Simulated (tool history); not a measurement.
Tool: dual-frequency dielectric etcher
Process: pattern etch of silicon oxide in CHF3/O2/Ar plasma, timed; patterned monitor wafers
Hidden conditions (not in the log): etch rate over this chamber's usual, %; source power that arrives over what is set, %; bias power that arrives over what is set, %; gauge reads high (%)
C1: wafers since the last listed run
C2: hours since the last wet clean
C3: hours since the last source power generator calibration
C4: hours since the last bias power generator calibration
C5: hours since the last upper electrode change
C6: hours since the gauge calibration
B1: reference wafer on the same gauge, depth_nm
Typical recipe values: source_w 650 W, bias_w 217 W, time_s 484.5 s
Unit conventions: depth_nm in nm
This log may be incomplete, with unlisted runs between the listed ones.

{"run": 1, "day": 0.0, "source_w": 760, "bias_w": 217, "time_s": 577, "C1": 0, "C2": 209.5, "C3": 3159.1, "C4": 2264.3, "C5": 4037.5, "C6": 74.3, "B1": 1218.9, "depth_nm": 1348.7}
{"run": 2, "day": 0.488, "source_w": 760, "bias_w": 217, "time_s": 577, "C1": 28, "C2": 221.2, "C3": 3170.8, "C4": 2276, "C5": 4049.2, "C6": 86, "B1": 1220.4, "depth_nm": 1350.2}
{"run": 3, "day": 1.079, "source_w": 760, "bias_w": 217, "time_s": 577, "C1": 34, "C2": 235.4, "C3": 3185, "C4": 2290.2, "C5": 4063.4, "C6": 100.2, "B1": 1219.8, "depth_nm": 1351}
{"run": 4, "day": 1.4, "source_w": 650, "bias_w": 217, "time_s": 402.5, "C1": 18, "C2": 243.1, "C3": 3192.7, "C4": 2297.9, "C5": 4071.1, "C6": 107.9, "B1": 1219.5, "depth_nm": 877.3}
{"run": 5, "day": 1.958, "source_w": 650, "bias_w": 217, "time_s": 402.5, "C1": 32, "C2": 256.5, "C3": 3206.1, "C4": 2311.3, "C5": 4084.5, "C6": 121.3, "B1": 1219.7, "depth_nm": 879.8}
{"run": 6, "day": 2.346, "source_w": 760, "bias_w": 217, "time_s": 484.5, "C1": 22, "C2": 265.8, "C3": 3215.4, "C4": 2320.6, "C5": 4093.8, "C6": 130.6, "B1": 1219.4, "depth_nm": 1134.4}
{"run": 7, "day": 2.988, "source_w": 760, "bias_w": 217, "time_s": 484.5, "C1": 37, "C2": 281.2, "C3": 3230.8, "C4": 2336, "C5": 4109.2, "C6": 146, "B1": 1220.2, "depth_nm": 1137}
{"run": 8, "day": 3.438, "source_w": 760, "bias_w": 217, "time_s": 484.5, "C1": 26, "C2": 292, "C3": 3241.6, "C4": 2346.8, "C5": 4120, "C6": 156.8, "B1": 1220.5, "depth_nm": 1135.4}
{"run": 9, "day": 4.012, "source_w": 540, "bias_w": 258, "time_s": 484.5, "C1": 33, "C2": 305.8, "C3": 3255.4, "C4": 2360.6, "C5": 4133.8, "C6": 170.6, "B1": 1219.4, "depth_nm": 1016.4}
{"run": 10, "day": 4.262, "source_w": 540, "bias_w": 258, "time_s": 484.5, "C1": 14, "C2": 311.8, "C3": 3261.4, "C4": 2366.6, "C5": 4139.8, "C6": 176.6, "B1": 1220.2, "depth_nm": 1018.1}
{"run": 11, "day": 4.942, "source_w": 650, "bias_w": 217, "time_s": 484.5, "C1": 39, "C2": 328.1, "C3": 3277.7, "C4": 2382.9, "C5": 4156.1, "C6": 192.9, "B1": 1220.2, "depth_nm": 1059.8}
{"run": 12, "day": 5.388, "source_w": 650, "bias_w": 217, "time_s": 484.5, "C1": 25, "C2": 338.8, "C3": 3288.4, "C4": 2393.6, "C5": 4166.8, "C6": 203.6, "B1": 1219.4, "depth_nm": 1060.4}
{"run": 13, "day": 6.092, "source_w": 770, "bias_w": 248, "time_s": 616, "C1": 40, "C2": 355.7, "C3": 3305.3, "C4": 2410.5, "C5": 4183.7, "C6": 220.5, "B1": 1219.8, "depth_nm": 1512.6}
{"day": 6.329, "done": "source power generator calibrated"}
{"run": 14, "day": 6.725, "source_w": 500, "bias_w": 237, "time_s": 484.5, "C1": 27, "C2": 370.9, "C3": 9.5, "C4": 2425.7, "C5": 4198.9, "C6": 235.7, "B1": 1220.9, "depth_nm": 964.7}
{"day": 7.512, "done": "bias power generator calibrated"}
{"day": 8.188, "done": "wet clean of the chamber"}
{"day": 8.279, "done": "upper electrode replaced"}
{"run": 15, "day": 8.3, "source_w": 650, "bias_w": 254, "time_s": 484.5, "C1": 37, "C2": 2.7, "C3": 47.3, "C4": 18.9, "C5": 0.5, "C6": 273.5, "B1": 1219.6, "depth_nm": 1080.6}
{"run": 16, "day": 8.321, "source_w": 650, "bias_w": 245, "time_s": 545, "C1": 1, "C2": 3.2, "C3": 47.8, "C4": 19.4, "C5": 1, "C6": 274, "B1": 1219.6, "depth_nm": 1206.9}
{"run": 17, "day": 8.338, "source_w": 590, "bias_w": 217, "time_s": 484.5, "C1": 0, "C2": 3.6, "C3": 48.2, "C4": 19.8, "C5": 1.4, "C6": 274.4, "B1": 1219.2, "depth_nm": 993.8}
{"run": 18, "day": 8.738, "source_w": 650, "bias_w": 217, "time_s": 484.5, "C1": 23, "C2": 13.2, "C3": 57.8, "C4": 29.4, "C5": 11, "C6": 284, "B1": 1220, "depth_nm": 1040.2}
{"day": 8.904, "done": "gauge calibrated"}
{"run": 19, "day": 9.438, "source_w": 530, "bias_w": 189, "time_s": 528, "C1": 40, "C2": 30, "C3": 74.6, "C4": 46.2, "C5": 27.8, "C6": 12.8, "B1": 1219.6, "depth_nm": 994.3}
{"run": 20, "day": 9.996, "source_w": 600, "bias_w": 190, "time_s": 569, "C1": 32, "C2": 43.4, "C3": 88, "C4": 59.6, "C5": 41.2, "C6": 26.2, "B1": 1220.5, "depth_nm": 1139.7}
{"run": 21, "day": 11.692, "source_w": 540, "bias_w": 217, "time_s": 413, "C1": 98, "C2": 84.1, "C3": 128.7, "C4": 100.3, "C5": 81.9, "C6": 66.9, "B1": 1220.5, "depth_nm": 814.7}
{"run": 22, "day": 12.221, "source_w": 540, "bias_w": 258, "time_s": 484.5, "C1": 30, "C2": 96.8, "C3": 141.4, "C4": 113, "C5": 94.6, "C6": 79.6, "B1": 1219.5, "depth_nm": 1002.6}
{"run": 23, "day": 12.483, "source_w": 760, "bias_w": 217, "time_s": 339.5, "C1": 15, "C2": 103.1, "C3": 147.7, "C4": 119.3, "C5": 100.9, "C6": 85.9, "B1": 1220.2, "depth_nm": 786.7}
{"run": 24, "day": 12.804, "source_w": 770, "bias_w": 248, "time_s": 616, "C1": 18, "C2": 110.8, "C3": 155.4, "C4": 127, "C5": 108.6, "C6": 93.6, "B1": 1220, "depth_nm": 1485.7}

How would selected steps in depth_nm from run to run divide? Give the signed amount a tool lacking its hidden state would still show from settings, what came in and random variation, and the signed amount left for the hidden state, including any gauge scatter that is not in both of the compared results.
Run 13 -> 14: source_w 770 -> 500, bias_w 248 -> 237, time_s 616 -> 484.5, source power generator calibrated. depth_nm -547.9 nm: hidden state -11.9, all else -536.
Run 14 -> 15: source_w 500 -> 650, bias_w 237 -> 254, bias power generator calibrated, wet clean of the chamber, upper electrode replaced. depth_nm +115.9 nm: hidden state -24.4, all else +140.3.
Run 23 -> 24: source_w 760 -> 770, bias_w 217 -> 248, time_s 339.5 -> 616. depth_nm +699 nm: hidden state +4.4, all else +694.6.
